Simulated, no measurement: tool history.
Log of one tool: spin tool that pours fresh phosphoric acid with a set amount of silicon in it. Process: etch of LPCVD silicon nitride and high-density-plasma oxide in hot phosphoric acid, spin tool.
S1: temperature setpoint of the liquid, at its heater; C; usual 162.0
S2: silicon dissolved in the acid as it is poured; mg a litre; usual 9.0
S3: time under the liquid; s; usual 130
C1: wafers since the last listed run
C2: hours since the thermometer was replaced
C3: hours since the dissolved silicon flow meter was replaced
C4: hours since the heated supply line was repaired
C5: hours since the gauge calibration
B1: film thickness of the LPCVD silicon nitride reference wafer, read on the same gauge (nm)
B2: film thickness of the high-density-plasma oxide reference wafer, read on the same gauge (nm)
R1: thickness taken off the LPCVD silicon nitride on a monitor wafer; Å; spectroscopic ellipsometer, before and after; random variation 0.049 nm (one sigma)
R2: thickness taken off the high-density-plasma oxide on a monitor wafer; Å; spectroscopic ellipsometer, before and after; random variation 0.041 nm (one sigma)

run   hour     S1    S2   S3   C1      C2     C3      C4     C5     B1      B2     R1     R2
  1    0.0  162.0   9.0  130    0   882.3  181.3  2085.0  162.6  40.00  40.026  128.4   5.43
  2   28.9  162.0   9.0  130  167   911.2  210.2  2113.9  191.5  39.99  39.981  128.5   5.81
  3   43.7  162.0   9.0  130   85   926.0  225.0  2128.7  206.3  39.99  39.927  129.2   6.15
  4   72.0  162.0   9.0  130  163   954.3  253.3  2157.0  234.6  40.00  39.944  129.1   5.39
  5   92.3  162.0   9.0  130  117   974.6  273.6  2177.3  254.9  39.98  39.962  128.6   5.70
  6  106.9  162.0   9.0  130   84   989.2  288.2  2191.9  269.5  40.00  39.988  128.5   5.25
  7  130.4  162.0   9.0  130  136  1012.7  311.7  2215.4  293.0  40.00  39.976  128.2   5.50
  8  151.6  162.0   9.0  130  122  1033.9  332.9  2236.6  314.2  39.99  40.014  128.8   5.97
  9  169.3  162.0   4.5  130  102  1051.6  350.6  2254.3  331.9  40.01  39.971  129.1   6.49
 10  189.1  162.0   4.5  130  114  1071.4  370.4  2274.1  351.7  40.00  40.007  128.5   5.51
 11  216.8  162.0   9.0   95  160  1099.1  398.1  2301.8  379.4  40.00  40.024   94.2   3.89
     248.4  -- dissolved silicon flow meter replaced
 12  251.8  162.0   9.0  130  196  1134.1    3.4  2336.8  414.4  39.99  39.960  128.0   4.55
 13  271.5  160.5   9.0   55  114  1153.8   23.1  2356.5  434.1  40.00  39.966   51.7   2.07
 14  299.9  164.5   4.5   95  164  1182.2   51.5  2384.9  462.5  40.01  40.030  102.0   5.49
 15  323.9  162.0   9.0  130  139  1206.2   75.5  2408.9  486.5  40.00  39.999  128.9   5.35
 16  336.0  164.5  11.5  210   70  1218.3   87.6  2421.0  498.6  40.00  40.028  225.0  10.49
     336.3  -- gauge calibrated
     358.4  -- thermometer replaced
 17  362.0  164.5   5.5  205  144     3.6  113.6  2447.0   25.7  40.00  39.991  209.2   9.79
     363.8  -- heated supply line repaired
 18  381.6  159.0   9.0  185  107    23.2  133.2    17.8   45.3  40.01  39.995  174.6   6.20
 19  406.3  163.5   9.0  130  143    47.9  157.9    42.5   70.0  40.01  39.981  143.0   7.83
 20  421.3  162.0   9.0  130   86    62.9  172.9    57.5   85.0  40.00  39.944  135.4   5.85
 21  442.4  162.0   4.5  100  122    84.0  194.0    78.6  106.1  40.02  40.060  104.3   5.69
 22  470.4  159.5  15.5  130  162   112.0  222.0   106.6  134.1  40.01  40.002  124.5   4.32

What the log doesn't show, run by run:
dissolved silicon flow above the setpoint (%): 0 in every run
gauge reads high (%): 0 in every run
H1: liquid hotter than its thermometer reads (K)
H2: temperature lost on the way to the wafer (K)
run      H1     H2
  1     1.1   2.95
  2    1.13   2.98
  3    1.15      3
  4    1.18   3.04
  5     1.2   3.06
  6    1.22   3.08
  7    1.24   3.11
  8    1.26   3.14
  9    1.28   3.16
 10     1.3   3.18
 11    1.33   3.22
 12    1.37   3.26
 13    1.39   3.29
 14    1.42   3.32
 15    1.45   3.35
 16    1.46   3.37
 17  0.0969    3.4
 18   0.118   0.36
 19   0.144  0.391
 20    0.16   0.41
 21   0.183  0.436
 22   0.213  0.471
